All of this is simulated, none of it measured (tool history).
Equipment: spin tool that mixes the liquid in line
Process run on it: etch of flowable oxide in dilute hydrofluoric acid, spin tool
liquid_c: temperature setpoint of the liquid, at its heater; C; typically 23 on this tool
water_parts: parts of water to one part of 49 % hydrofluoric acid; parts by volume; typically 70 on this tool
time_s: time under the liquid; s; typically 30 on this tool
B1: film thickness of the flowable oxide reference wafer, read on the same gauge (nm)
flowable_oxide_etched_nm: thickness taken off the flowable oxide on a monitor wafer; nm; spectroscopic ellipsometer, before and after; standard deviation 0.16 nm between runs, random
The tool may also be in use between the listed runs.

run 1 hour=0 | liquid_c=23 water_parts=70 time_s=30 | B1=110.05 | flowable_oxide_etched_nm=17.44
run 2 hour=14.3 | liquid_c=23 water_parts=70 time_s=30 | B1=110.02 | flowable_oxide_etched_nm=17.29
run 3 hour=27.8 | liquid_c=23 water_parts=70 time_s=30 | B1=110 | flowable_oxide_etched_nm=17.38
run 4 hour=39.9 | liquid_c=23 water_parts=70 time_s=30 | B1=110.02 | flowable_oxide_etched_nm=17.37
-- hour=89.8 thermometer replaced
run 5 hour=93.2 | liquid_c=22 water_parts=70 time_s=30 | B1=110.01 | flowable_oxide_etched_nm=18.23
run 6 hour=110.6 | liquid_c=23 water_parts=70 time_s=30 | B1=109.99 | flowable_oxide_etched_nm=18.97
run 7 hour=124 | liquid_c=23 water_parts=70 time_s=30 | B1=110 | flowable_oxide_etched_nm=19.05
run 8 hour=141.9 | liquid_c=23 water_parts=70 time_s=30 | B1=109.98 | flowable_oxide_etched_nm=18.9
run 9 hour=155.7 | liquid_c=23 water_parts=85 time_s=30 | B1=110.01 | flowable_oxide_etched_nm=15.21
run 10 hour=172 | liquid_c=23 water_parts=70 time_s=30 | B1=109.97 | flowable_oxide_etched_nm=19.32
run 11 hour=187.1 | liquid_c=21 water_parts=95 time_s=45 | B1=109.98 | flowable_oxide_etched_nm=18.88
run 12 hour=197.2 | liquid_c=27 water_parts=70 time_s=30 | B1=109.98 | flowable_oxide_etched_nm=22.59
run 13 hour=210.8 | liquid_c=21.5 water_parts=70 time_s=20 | B1=109.99 | flowable_oxide_etched_nm=11.84
run 14 hour=221.2 | liquid_c=21.5 water_parts=95 time_s=50 | B1=109.98 | flowable_oxide_etched_nm=21.15
run 15 hour=232.4 | liquid_c=25.5 water_parts=95 time_s=40 | B1=110.02 | flowable_oxide_etched_nm=19.98
-- hour=247.8 hydrofluoric acid flow meter replaced
run 16 hour=249.4 | liquid_c=19.5 water_parts=70 time_s=20 | B1=110.02 | flowable_oxide_etched_nm=10.9
run 17 hour=266.2 | liquid_c=23 water_parts=70 time_s=30 | B1=110 | flowable_oxide_etched_nm=19.04
run 18 hour=273.5 | liquid_c=23 water_parts=50 time_s=30 | B1=109.99 | flowable_oxide_etched_nm=27
run 19 hour=312.9 | liquid_c=27 water_parts=85 time_s=15 | B1=110 | flowable_oxide_etched_nm=8.94
-- hour=313.6 gauge calibrated
run 20 hour=321.7 | liquid_c=27.5 water_parts=90 time_s=30 | B1=110 | flowable_oxide_etched_nm=17.1
run 21 hour=328.7 | liquid_c=23 water_parts=95 time_s=30 | B1=110 | flowable_oxide_etched_nm=13.36
run 22 hour=342.9 | liquid_c=23 water_parts=50 time_s=30 | B1=110 | flowable_oxide_etched_nm=27.47
run 23 hour=353.5 | liquid_c=23 water_parts=70 time_s=30 | B1=110.01 | flowable_oxide_etched_nm=18.94

Forecast run 24:
run 24 hour=363.3 | liquid_c=23 water_parts=70 time_s=30 | B1=? | flowable_oxide_etched_nm=?

For run 24 the tool returned B1 110.01, flowable_oxide_etched_nm 18.81 nm.
Minus the tool's unlogged condition, the same run would have read flowable_oxide_etched_nm 19.57 nm.
